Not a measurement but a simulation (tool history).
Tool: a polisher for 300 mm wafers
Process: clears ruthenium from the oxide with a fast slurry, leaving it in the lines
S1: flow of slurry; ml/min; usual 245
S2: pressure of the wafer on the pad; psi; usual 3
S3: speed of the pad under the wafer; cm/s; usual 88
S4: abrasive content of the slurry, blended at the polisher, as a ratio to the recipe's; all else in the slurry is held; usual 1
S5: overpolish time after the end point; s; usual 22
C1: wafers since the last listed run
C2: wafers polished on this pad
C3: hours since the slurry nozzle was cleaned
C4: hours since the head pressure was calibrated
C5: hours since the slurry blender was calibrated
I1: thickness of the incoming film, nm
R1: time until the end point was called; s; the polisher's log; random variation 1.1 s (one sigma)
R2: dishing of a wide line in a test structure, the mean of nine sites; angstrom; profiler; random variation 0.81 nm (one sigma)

run 1 hour=0 | S1=245 S2=3 S3=88 S4=0.8 S5=22 | C1=0 C2=1969 C3=608.9 C4=497 C5=22.7 | I1=271.3 | R1=67.8 R2=603
-- hour=27.9 worn pad replaced by a new one
run 2 hour=64.7 | S1=245 S2=3 S3=88 S4=1 S5=22 | C1=552 C2=335 C3=673.6 C4=561.7 C5=87.4 | I1=270.9 | R1=62.1 R2=636
-- hour=88.5 slurry nozzle cleaned
run 3 hour=125.2 | S1=245 S2=3 S3=88 S4=1 S5=22 | C1=541 C2=877 C3=36.7 C4=622.2 C5=147.9 | I1=274.1 | R1=64.7 R2=648
run 4 hour=186.1 | S1=245 S2=3 S3=88 S4=1 S5=22 | C1=554 C2=1431 C3=97.6 C4=683.1 C5=208.8 | I1=270 | R1=62.3 R2=636
-- hour=206 slurry blender recalibrated
-- hour=261.4 worn pad replaced by a new one
-- hour=455.8 slurry blender recalibrated
run 5 hour=506.5 | S1=245 S2=3 S3=88 S4=1 S5=22 | C1=2844 C2=2212 C3=418 C4=1003.5 C5=50.7 | I1=266.8 | R1=66.8 R2=601
-- hour=519.8 worn pad replaced by a new one
run 6 hour=606 | S1=245 S2=3 S3=102 S4=1 S5=22 | C1=869 C2=784 C3=517.5 C4=1103 C5=150.2 | I1=274.9 | R1=60.1 R2=675
run 7 hour=665.9 | S1=245 S2=3 S3=88 S4=1 S5=22 | C1=545 C2=1330 C3=577.4 C4=1162.9 C5=210.1 | I1=271.1 | R1=67.7 R2=592
-- hour=675.2 head pressure recalibrated
-- hour=713.4 slurry blender recalibrated
run 8 hour=724.7 | S1=245 S2=3 S3=72 S4=0.8 S5=15 | C1=498 C2=1829 C3=636.2 C4=49.5 C5=11.3 | I1=264.9 | R1=79.5 R2=375
run 9 hour=802.9 | S1=330 S2=2.3 S3=58 S4=1 S5=26 | C1=711 C2=2541 C3=714.4 C4=127.7 C5=89.5 | I1=271.5 | R1=118.5 R2=424
-- hour=814.5 worn pad replaced by a new one
-- hour=854.2 slurry nozzle cleaned
run 10 hour=868 | S1=245 S2=3 S3=100 S4=1.2 S5=22 | C1=547 C2=477 C3=13.8 C4=192.8 C5=154.6 | I1=267.2 | R1=50.9 R2=738
run 11 hour=967.6 | S1=245 S2=3.3 S3=88 S4=1 S5=22 | C1=906 C2=1384 C3=113.4 C4=292.4 C5=254.2 | I1=269.9 | R1=56.8 R2=693
-- hour=995.7 slurry blender recalibrated
-- hour=1059.7 worn pad replaced by a new one
run 12 hour=1070 | S1=245 S2=3 S3=88 S4=1 S5=34 | C1=877 C2=93 C3=215.8 C4=394.8 C5=74.3 | I1=270.6 | R1=62.7 R2=899
run 13 hour=1156.4 | S1=205 S2=3 S3=114 S4=1.1 S5=22 | C1=786 C2=880 C3=302.2 C4=481.2 C5=160.7 | I1=269.1 | R1=47 R2=784
run 14 hour=1220.4 | S1=245 S2=3 S3=88 S4=1 S5=22 | C1=582 C2=1462 C3=366.2 C4=545.2 C5=224.7 | I1=269.1 | R1=62.2 R2=629
-- hour=1229.3 slurry blender recalibrated
run 15 hour=1295.1 | S1=245 S2=3 S3=88 S4=1 S5=22 | C1=661 C2=2124 C3=440.9 C4=619.9 C5=65.8 | I1=267.8 | R1=63.2 R2=629

3 ways to go on from here, each from the tool as it stands after run 15. What would each give?
run A hour=1295.5 | S1=245 S2=3 S3=64 S4=1 S5=22 | C1=3 C2=2128 C3=441.3 C4=620.3 C5=66.2 | I1=271.1 | R1=? R2=?
run B hour=1295.5 | S1=165 S2=3 S3=88 S4=0.9 S5=31 | C1=3 C2=2128 C3=441.3 C4=620.3 C5=66.2 | I1=271.1 | R1=? R2=?
run C hour=1295.5 | S1=245 S2=2.6 S3=88 S4=1 S5=22 | C1=3 C2=2128 C3=441.3 C4=620.3 C5=66.2 | I1=271.1 | R1=? R2=?

run=A R1=88.4 R2=498
run=B R1=71.2 R2=783
run=C R1=74.2 R2=577
Without the tool's hidden state the same runs would have given:
run=A R1=85.7 R2=511
run=B R1=69 R2=801
run=C R1=71.9 R2=592
